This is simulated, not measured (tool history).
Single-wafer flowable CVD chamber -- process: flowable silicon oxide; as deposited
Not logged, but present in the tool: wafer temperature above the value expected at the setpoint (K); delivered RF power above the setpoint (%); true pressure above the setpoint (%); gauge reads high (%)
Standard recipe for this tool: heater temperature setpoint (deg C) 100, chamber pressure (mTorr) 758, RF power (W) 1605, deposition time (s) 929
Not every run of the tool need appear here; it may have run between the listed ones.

run,hour,heater temperature setpoint (deg C),chamber pressure (mTorr),RF power (W),deposition time (s),wafers since the last listed run,hours since the last thermocouple change,hours since the last RF generator calibration,hours since the last manometer calibration,hours since the showerhead was replaced,hours since the gauge calibration,"read-back reference wafer on the same gauge, thickness_nm",mean film thickness on the monitor wafer (Å)
1,0.0,100,758,1605,929,0,1850.1,817.8,1850.8,6422.0,64.5,537.988,4424.95
2,13.3,100,758,1605,929,19,1863.4,831.1,1864.1,6435.3,77.8,538.280,4435.18
3,31.2,100,758,1605,929,26,1881.3,849.0,1882.0,6453.2,95.7,538.254,4443.41
4,45.4,100,758,1370,929,20,1895.5,863.2,1896.2,6467.4,109.9,538.165,4189.93
5,61.2,100,758,1370,929,23,1911.3,879.0,1912.0,6483.2,125.7,538.833,4172.80
# hour 68.5: gauge calibrated
# hour 71.5: RF generator calibrated
# hour 74.8: showerhead replaced, of another model than before
# hour 82.9: thermocouple changed; heater temperature recalibrated
6,83.4,100,758,1370,929,4,0.5,11.9,1934.2,8.6,14.9,538.179,4933.33
7,84.3,100,758,1605,929,1,1.4,12.8,1935.1,9.5,15.8,537.499,5427.38
8,93.7,100,758,1605,929,13,10.8,22.2,1944.5,18.9,25.2,537.818,5413.48
9,104.5,100,758,1605,872,15,21.6,33.0,1955.3,29.7,36.0,538.080,5056.66
10,120.9,109,595,1605,929,23,38.0,49.4,1971.7,46.1,52.4,538.164,3497.23
# hour 138.1: capacitance manometer re-zeroed and calibrated
11,138.6,109,595,1605,929,14,55.7,67.1,0.5,63.8,70.1,537.997,3503.99
12,148.6,87,867,1450,1057,14,65.7,77.1,10.5,73.8,80.1,538.198,9580.23
13,161.2,100,758,1605,929,18,78.3,89.7,23.1,86.4,92.7,537.847,5375.76
14,167.3,114,758,1605,929,8,84.4,95.8,29.2,92.5,98.8,538.838,3439.73
15,180.0,88,758,1605,929,18,97.1,108.5,41.9,105.2,111.5,537.424,7889.32
16,188.1,100,758,1525,929,11,105.2,116.6,50.0,113.3,119.6,538.291,5208.67

State the hidden condition of the tool at each of the runs:
delivered RF power above the setpoint (%): 0 across all the runs
true pressure above the setpoint (%): 0 across all the runs
gauge reads high (%): 0 across all the runs
H1: wafer temperature above the value expected at the setpoint (K)
run,H1
1,6.35
2,6.39
3,6.44
4,6.48
5,6.53
6,0.211
7,0.214
8,0.241
9,0.272
10,0.32
11,0.371
12,0.4
13,0.437
14,0.454
15,0.491
16,0.515

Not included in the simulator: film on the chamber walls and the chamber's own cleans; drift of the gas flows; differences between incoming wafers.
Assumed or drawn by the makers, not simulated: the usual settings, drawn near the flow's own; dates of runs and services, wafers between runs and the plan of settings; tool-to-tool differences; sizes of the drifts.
